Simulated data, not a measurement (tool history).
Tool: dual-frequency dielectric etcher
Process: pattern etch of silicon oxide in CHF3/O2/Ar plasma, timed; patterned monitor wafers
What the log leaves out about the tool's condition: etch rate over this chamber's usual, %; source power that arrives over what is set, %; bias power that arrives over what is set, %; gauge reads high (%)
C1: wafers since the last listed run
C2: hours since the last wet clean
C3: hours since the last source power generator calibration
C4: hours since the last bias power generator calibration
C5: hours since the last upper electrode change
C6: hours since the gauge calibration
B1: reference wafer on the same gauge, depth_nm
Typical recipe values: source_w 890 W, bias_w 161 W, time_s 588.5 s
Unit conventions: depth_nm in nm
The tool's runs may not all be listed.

{"run": 1, "hour": 0.0, "source_w": 890, "bias_w": 161, "time_s": 588.5, "C1": 0, "C2": 272, "C3": 1478.3, "C4": 1602.9, "C5": 3007.6, "C6": 272.1, "B1": 1481.1, "depth_nm": 1238.4}
{"run": 2, "hour": 17.8, "source_w": 890, "bias_w": 161, "time_s": 588.5, "C1": 62, "C2": 289.8, "C3": 1496.1, "C4": 1620.7, "C5": 3025.4, "C6": 289.9, "B1": 1478.6, "depth_nm": 1233.8}
{"run": 3, "hour": 36.3, "source_w": 890, "bias_w": 161, "time_s": 588.5, "C1": 65, "C2": 308.3, "C3": 1514.6, "C4": 1639.2, "C5": 3043.9, "C6": 308.4, "B1": 1481.8, "depth_nm": 1233.7}
{"run": 4, "hour": 71.9, "source_w": 800, "bias_w": 161, "time_s": 588.5, "C1": 125, "C2": 343.9, "C3": 1550.2, "C4": 1674.8, "C5": 3079.5, "C6": 344, "B1": 1480.7, "depth_nm": 1169.8}
{"run": 5, "hour": 99.0, "source_w": 800, "bias_w": 161, "time_s": 588.5, "C1": 95, "C2": 371, "C3": 1577.3, "C4": 1701.9, "C5": 3106.6, "C6": 371.1, "B1": 1479.9, "depth_nm": 1171.8}
{"run": 6, "hour": 114.5, "source_w": 890, "bias_w": 161, "time_s": 588.5, "C1": 54, "C2": 386.5, "C3": 1592.8, "C4": 1717.4, "C5": 3122.1, "C6": 386.6, "B1": 1479, "depth_nm": 1233}
{"run": 7, "hour": 127.4, "source_w": 890, "bias_w": 161, "time_s": 588.5, "C1": 45, "C2": 399.4, "C3": 1605.7, "C4": 1730.3, "C5": 3135, "C6": 399.5, "B1": 1479.6, "depth_nm": 1220.6}
{"run": 8, "hour": 145.2, "source_w": 1060, "bias_w": 161, "time_s": 588.5, "C1": 62, "C2": 417.2, "C3": 1623.5, "C4": 1748.1, "C5": 3152.8, "C6": 417.3, "B1": 1478.7, "depth_nm": 1313.1}
{"run": 9, "hour": 157.2, "source_w": 1060, "bias_w": 161, "time_s": 588.5, "C1": 42, "C2": 429.2, "C3": 1635.5, "C4": 1760.1, "C5": 3164.8, "C6": 429.3, "B1": 1482.7, "depth_nm": 1314.3}
{"run": 10, "hour": 188.8, "source_w": 1060, "bias_w": 161, "time_s": 588.5, "C1": 111, "C2": 460.8, "C3": 1667.1, "C4": 1791.7, "C5": 3196.4, "C6": 460.9, "B1": 1478.9, "depth_nm": 1316.7}
{"hour": 220.6, "done": "wet clean of the chamber"}
{"run": 11, "hour": 222.4, "source_w": 890, "bias_w": 161, "time_s": 588.5, "C1": 33, "C2": 1.8, "C3": 1700.7, "C4": 1825.3, "C5": 3230, "C6": 494.5, "B1": 1479.5, "depth_nm": 1199.5}
{"hour": 234.5, "done": "gauge calibrated"}
{"run": 12, "hour": 257.9, "source_w": 890, "bias_w": 161, "time_s": 588.5, "C1": 125, "C2": 37.3, "C3": 1736.2, "C4": 1860.8, "C5": 3265.5, "C6": 23.4, "B1": 1478.4, "depth_nm": 1190.2}
{"run": 13, "hour": 290.5, "source_w": 1070, "bias_w": 200, "time_s": 653.5, "C1": 115, "C2": 69.9, "C3": 1768.8, "C4": 1893.4, "C5": 3298.1, "C6": 56, "B1": 1480, "depth_nm": 1528.3}
{"hour": 295.7, "done": "source power generator calibrated"}
{"run": 14, "hour": 325.8, "source_w": 960, "bias_w": 176, "time_s": 588.5, "C1": 110, "C2": 105.2, "C3": 30.1, "C4": 1928.7, "C5": 3333.4, "C6": 91.3, "B1": 1481.2, "depth_nm": 1258.4}
{"run": 15, "hour": 346.6, "source_w": 890, "bias_w": 130, "time_s": 517.5, "C1": 73, "C2": 126, "C3": 50.9, "C4": 1949.5, "C5": 3354.2, "C6": 112.1, "B1": 1481.5, "depth_nm": 985.8}
{"hour": 363.2, "done": "bias power generator calibrated"}
{"hour": 384.2, "done": "wet clean of the chamber, repeated, since the last time left the tool worse"}
{"run": 16, "hour": 384.7, "source_w": 960, "bias_w": 176, "time_s": 588.5, "C1": 46, "C2": 0.5, "C3": 89, "C4": 21.5, "C5": 3392.3, "C6": 150.2, "B1": 1478.8, "depth_nm": 1326.2}
{"run": 17, "hour": 396.8, "source_w": 890, "bias_w": 161, "time_s": 588.5, "C1": 42, "C2": 12.6, "C3": 101.1, "C4": 33.6, "C5": 3404.4, "C6": 162.3, "B1": 1483.8, "depth_nm": 1248.2}
{"run": 18, "hour": 419.0, "source_w": 1080, "bias_w": 122, "time_s": 588.5, "C1": 78, "C2": 34.8, "C3": 123.3, "C4": 55.8, "C5": 3426.6, "C6": 184.5, "B1": 1481.4, "depth_nm": 1241.4}
{"run": 19, "hour": 450.2, "source_w": 1100, "bias_w": 180, "time_s": 462.5, "C1": 110, "C2": 66, "C3": 154.5, "C4": 87, "C5": 3457.8, "C6": 215.7, "B1": 1479.3, "depth_nm": 1114.2}
{"run": 20, "hour": 474.4, "source_w": 820, "bias_w": 194, "time_s": 588.5, "C1": 85, "C2": 90.2, "C3": 178.7, "C4": 111.2, "C5": 3482, "C6": 239.9, "B1": 1479.8, "depth_nm": 1268.5}
{"hour": 525.1, "done": "upper electrode replaced"}
{"run": 21, "hour": 525.6, "source_w": 720, "bias_w": 142, "time_s": 641.5, "C1": 95, "C2": 141.4, "C3": 229.9, "C4": 162.4, "C5": 0.5, "C6": 291.1, "B1": 1480.2, "depth_nm": 1195.8}
{"run": 22, "hour": 534.8, "source_w": 890, "bias_w": 161, "time_s": 588.5, "C1": 32, "C2": 150.6, "C3": 239.1, "C4": 171.6, "C5": 9.7, "C6": 300.3, "B1": 1481.9, "depth_nm": 1243.2}
{"run": 23, "hour": 642.3, "source_w": 890, "bias_w": 161, "time_s": 588.5, "C1": 379, "C2": 258.1, "C3": 346.6, "C4": 279.1, "C5": 117.2, "C6": 407.8, "B1": 1483.8, "depth_nm": 1233.8}
{"run": 24, "hour": 660.0, "source_w": 950, "bias_w": 125, "time_s": 648.5, "C1": 62, "C2": 275.8, "C3": 364.3, "C4": 296.8, "C5": 134.9, "C6": 425.5, "B1": 1480.4, "depth_nm": 1298.2}
{"run": 25, "hour": 672.4, "source_w": 890, "bias_w": 173, "time_s": 588.5, "C1": 43, "C2": 288.2, "C3": 376.7, "C4": 309.2, "C5": 147.3, "C6": 437.9, "B1": 1479.9, "depth_nm": 1254.3}

What differs in the tool's unlogged condition from the final listed run ahead of each entry between runs to the first listed run following it?
In the gap between runs 10 and 11: wet clean of the chamber (hour 220.6)
  etch rate over this chamber's usual, %: -1.63 -> -3.74
  measured less the result without the state, depth_nm: -21.9 -> -46.6 nm
In the gap between runs 11 and 12: gauge calibrated (hour 234.5)
  etch rate over this chamber's usual, %: -3.74 -> -3.87
  measured less the result without the state, depth_nm: -46.6 -> -47.9 nm
In the gap between runs 13 and 14: source power generator calibrated (hour 295.7)
  etch rate over this chamber's usual, %: -3.99 -> -4.13
  measured less the result without the state, depth_nm: -63.5 -> -54.2 nm
In the gap between runs 15 and 16: bias power generator calibrated (hour 363.2); wet clean of the chamber, repeated, since the last time left the tool worse (hour 384.2)
  etch rate over this chamber's usual, %: -4.2 -> 0.281
  measured less the result without the state, depth_nm: -43.3 -> +3.7 nm
In the gap between runs 20 and 21: upper electrode replaced (hour 525.1)
  etch rate over this chamber's usual, %: -0.0524 -> -0.243
  measured less the result without the state, depth_nm: -0.7 -> -2.9 nm
